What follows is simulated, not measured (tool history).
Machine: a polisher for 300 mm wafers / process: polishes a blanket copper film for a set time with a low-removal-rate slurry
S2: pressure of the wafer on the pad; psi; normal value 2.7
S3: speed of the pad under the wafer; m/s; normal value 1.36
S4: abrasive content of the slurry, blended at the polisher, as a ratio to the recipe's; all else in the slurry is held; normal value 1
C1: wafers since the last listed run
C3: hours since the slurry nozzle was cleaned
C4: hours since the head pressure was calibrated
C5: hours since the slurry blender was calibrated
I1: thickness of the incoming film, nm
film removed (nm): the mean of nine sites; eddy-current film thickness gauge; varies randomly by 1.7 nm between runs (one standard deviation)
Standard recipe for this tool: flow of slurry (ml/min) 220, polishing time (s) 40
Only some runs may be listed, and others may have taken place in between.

{"run": 1, "hour": 0.0, "flow of slurry (ml/min)": 220, "S2": 2.7, "S3": 1.36, "S4": 1, "polishing time (s)": 44, "C1": 0, "wafers polished on this pad": 1630, "C3": 112.9, "C4": 259.9, "C5": 42.9, "I1": 1069.1, "film removed (nm)": 151.1}
{"run": 2, "hour": 26.9, "flow of slurry (ml/min)": 220, "S2": 2.7, "S3": 1.36, "S4": 1, "polishing time (s)": 44, "C1": 361, "wafers polished on this pad": 1991, "C3": 139.8, "C4": 286.8, "C5": 69.8, "I1": 1057.8, "film removed (nm)": 147.3}
{"run": 3, "hour": 76.4, "flow of slurry (ml/min)": 280, "S2": 2.7, "S3": 1.36, "S4": 1, "polishing time (s)": 40, "C1": 665, "wafers polished on this pad": 2657, "C3": 189.3, "C4": 336.3, "C5": 119.3, "I1": 1072.9, "film removed (nm)": 132.1}
{"run": 4, "hour": 142.8, "flow of slurry (ml/min)": 220, "S2": 2.7, "S3": 1.36, "S4": 0.85, "polishing time (s)": 40, "C1": 892, "wafers polished on this pad": 3550, "C3": 255.7, "C4": 402.7, "C5": 185.7, "I1": 1080.8, "film removed (nm)": 124}
{"hour": 147.5, "done": "worn pad replaced by a new one"}
{"run": 5, "hour": 213.4, "flow of slurry (ml/min)": 220, "S2": 2.7, "S3": 1.36, "S4": 0.85, "polishing time (s)": 40, "C1": 895, "wafers polished on this pad": 885, "C3": 326.3, "C4": 473.3, "C5": 256.3, "I1": 1079.1, "film removed (nm)": 134.7}
{"run": 6, "hour": 278.1, "flow of slurry (ml/min)": 220, "S2": 2.7, "S3": 1.36, "S4": 0.85, "polishing time (s)": 40, "C1": 870, "wafers polished on this pad": 1755, "C3": 391, "C4": 538, "C5": 321, "I1": 1086.7, "film removed (nm)": 130.2}
{"run": 7, "hour": 307.8, "flow of slurry (ml/min)": 220, "S2": 2.7, "S3": 1.36, "S4": 1, "polishing time (s)": 31, "C1": 399, "wafers polished on this pad": 2155, "C3": 420.7, "C4": 567.7, "C5": 350.7, "I1": 1078.6, "film removed (nm)": 105.7}
{"run": 8, "hour": 347.1, "flow of slurry (ml/min)": 220, "S2": 2.7, "S3": 1.36, "S4": 1, "polishing time (s)": 40, "C1": 528, "wafers polished on this pad": 2683, "C3": 460, "C4": 607, "C5": 390, "I1": 1068.7, "film removed (nm)": 132.9}
{"hour": 416.2, "done": "worn pad replaced by a new one"}
{"run": 9, "hour": 416.7, "flow of slurry (ml/min)": 220, "S2": 2.7, "S3": 1.12, "S4": 1, "polishing time (s)": 40, "C1": 882, "wafers polished on this pad": 6, "C3": 529.6, "C4": 676.6, "C5": 459.6, "I1": 1067, "film removed (nm)": 125.7}
{"hour": 432.9, "done": "slurry blender recalibrated"}
{"run": 10, "hour": 439.8, "flow of slurry (ml/min)": 220, "S2": 2.7, "S3": 1.36, "S4": 1, "polishing time (s)": 40, "C1": 283, "wafers polished on this pad": 289, "C3": 552.7, "C4": 699.7, "C5": 6.9, "I1": 1065.6, "film removed (nm)": 143}
{"run": 11, "hour": 506.9, "flow of slurry (ml/min)": 220, "S2": 2.7, "S3": 1.36, "S4": 1, "polishing time (s)": 40, "C1": 902, "wafers polished on this pad": 1192, "C3": 619.8, "C4": 766.8, "C5": 74, "I1": 1082.5, "film removed (nm)": 137.1}
{"run": 12, "hour": 546.8, "flow of slurry (ml/min)": 255, "S2": 2.7, "S3": 1.36, "S4": 1, "polishing time (s)": 40, "C1": 536, "wafers polished on this pad": 1728, "C3": 659.7, "C4": 806.7, "C5": 113.9, "I1": 1087.5, "film removed (nm)": 137.4}
{"run": 13, "hour": 609.1, "flow of slurry (ml/min)": 220, "S2": 2.7, "S3": 1.36, "S4": 1, "polishing time (s)": 46, "C1": 837, "wafers polished on this pad": 2566, "C3": 722, "C4": 869, "C5": 176.2, "I1": 1065.5, "film removed (nm)": 149.2}
{"run": 14, "hour": 650.0, "flow of slurry (ml/min)": 150, "S2": 3.6, "S3": 1.8, "S4": 1, "polishing time (s)": 40, "C1": 550, "wafers polished on this pad": 3116, "C3": 762.9, "C4": 909.9, "C5": 217.1, "I1": 1046.1, "film removed (nm)": 203.6}
{"hour": 655.7, "done": "worn pad replaced by a new one"}
{"run": 15, "hour": 705.4, "flow of slurry (ml/min)": 220, "S2": 1.8, "S3": 1.36, "S4": 1, "polishing time (s)": 40, "C1": 691, "wafers polished on this pad": 668, "C3": 818.3, "C4": 965.3, "C5": 272.5, "I1": 1076.6, "film removed (nm)": 92.4}
{"hour": 778.0, "done": "slurry nozzle cleaned"}
{"run": 16, "hour": 778.5, "flow of slurry (ml/min)": 220, "S2": 2.4, "S3": 1.36, "S4": 1, "polishing time (s)": 48, "C1": 969, "wafers polished on this pad": 1637, "C3": 0.5, "C4": 1038.4, "C5": 345.6, "I1": 1057.2, "film removed (nm)": 146.8}
{"hour": 802.3, "done": "head pressure recalibrated"}
{"run": 17, "hour": 803.0, "flow of slurry (ml/min)": 250, "S2": 3.1, "S3": 1.36, "S4": 1, "polishing time (s)": 40, "C1": 302, "wafers polished on this pad": 1940, "C3": 25, "C4": 0.7, "C5": 370.1, "I1": 1047.8, "film removed (nm)": 157.3}
{"run": 18, "hour": 836.9, "flow of slurry (ml/min)": 220, "S2": 1.9, "S3": 1.18, "S4": 1.15, "polishing time (s)": 40, "C1": 455, "wafers polished on this pad": 2396, "C3": 58.9, "C4": 34.6, "C5": 404, "I1": 1071.6, "film removed (nm)": 86.1}
{"hour": 851.6, "done": "slurry blender recalibrated"}
{"run": 19, "hour": 899.0, "flow of slurry (ml/min)": 295, "S2": 2.7, "S3": 1.36, "S4": 1, "polishing time (s)": 40, "C1": 808, "wafers polished on this pad": 3204, "C3": 121, "C4": 96.7, "C5": 47.4, "I1": 1074.7, "film removed (nm)": 129.3}
{"hour": 918.5, "done": "worn pad replaced by a new one"}
{"run": 20, "hour": 1029.9, "flow of slurry (ml/min)": 220, "S2": 2.7, "S3": 1.36, "S4": 1, "polishing time (s)": 40, "C1": 1706, "wafers polished on this pad": 1497, "C3": 251.9, "C4": 227.6, "C5": 178.3, "I1": 1070.6, "film removed (nm)": 137.5}
{"run": 21, "hour": 1081.7, "flow of slurry (ml/min)": 220, "S2": 2.7, "S3": 1.36, "S4": 1, "polishing time (s)": 40, "C1": 696, "wafers polished on this pad": 2194, "C3": 303.7, "C4": 279.4, "C5": 230.1, "I1": 1057.8, "film removed (nm)": 131.4}
{"run": 22, "hour": 1113.5, "flow of slurry (ml/min)": 220, "S2": 3.2, "S3": 0.96, "S4": 0.8, "polishing time (s)": 49, "C1": 427, "wafers polished on this pad": 2622, "C3": 335.5, "C4": 311.2, "C5": 261.9, "I1": 1068.4, "film removed (nm)": 141.2}
{"run": 23, "hour": 1177.5, "flow of slurry (ml/min)": 285, "S2": 3.1, "S3": 1.36, "S4": 1, "polishing time (s)": 40, "C1": 860, "wafers polished on this pad": 3482, "C3": 399.5, "C4": 375.2, "C5": 325.9, "I1": 1061.9, "film removed (nm)": 146.6}
{"run": 24, "hour": 1204.0, "flow of slurry (ml/min)": 150, "S2": 2.7, "S3": 1.36, "S4": 1, "polishing time (s)": 40, "C1": 356, "wafers polished on this pad": 3839, "C3": 426, "C4": 401.7, "C5": 352.4, "I1": 1074.6, "film removed (nm)": 119.3}
{"hour": 1225.7, "done": "worn pad replaced by a new one"}
{"hour": 1227.5, "done": "slurry blender recalibrated"}
{"run": 25, "hour": 1273.0, "flow of slurry (ml/min)": 220, "S2": 2.7, "S3": 1.36, "S4": 1.2, "polishing time (s)": 33, "C1": 849, "wafers polished on this pad": 611, "C3": 495, "C4": 470.7, "C5": 45.5, "I1": 1084.3, "film removed (nm)": 119.6}
{"run": 26, "hour": 1327.3, "flow of slurry (ml/min)": 220, "S2": 2.7, "S3": 1.36, "S4": 1, "polishing time (s)": 40, "C1": 730, "wafers polished on this pad": 1342, "C3": 549.3, "C4": 525, "C5": 99.8, "I1": 1086.6, "film removed (nm)": 137.2}
{"run": 27, "hour": 1390.1, "flow of slurry (ml/min)": 220, "S2": 2.7, "S3": 0.92, "S4": 1, "polishing time (s)": 40, "C1": 844, "wafers polished on this pad": 2186, "C3": 612.1, "C4": 587.8, "C5": 162.6, "I1": 1090.8, "film removed (nm)": 103.5}

Below, each run's measurement less what the same run would have read without the hidden state. Both values contain the same run-to-run variation, but the gauge's scatter may not be the same in both:
Hidden state present: removal rate lost through wear of the pad, %; slurry flow missing at the pad, %; deviation of the head's pressure from its setpoint, %; abrasive missing from the slurry, %.
run=1 film_removed_(nm)=-9.3
run=2 film_removed_(nm)=-11.1
run=3 film_removed_(nm)=-13.2
run=4 film_removed_(nm)=-16.9
run=5 film_removed_(nm)=-4.4
run=6 film_removed_(nm)=-8.2
run=7 film_removed_(nm)=-8.2
run=8 film_removed_(nm)=-13
run=9 film_removed_(nm)=-1.7
run=10 film_removed_(nm)=-3.4
run=11 film_removed_(nm)=-7.5
run=12 film_removed_(nm)=-10.3
run=13 film_removed_(nm)=-15.9
run=14 film_removed_(nm)=-26.2
run=15 film_removed_(nm)=-3.3
run=16 film_removed_(nm)=-10.5
run=17 film_removed_(nm)=-13.2
run=18 film_removed_(nm)=-8.7
run=19 film_removed_(nm)=-17.5
run=20 film_removed_(nm)=-9.6
run=21 film_removed_(nm)=-12.6
run=22 film_removed_(nm)=-15.9
run=23 film_removed_(nm)=-21.7
run=24 film_removed_(nm)=-19.4
run=25 film_removed_(nm)=-2.9
run=26 film_removed_(nm)=-6.7
run=27 film_removed_(nm)=-8.3
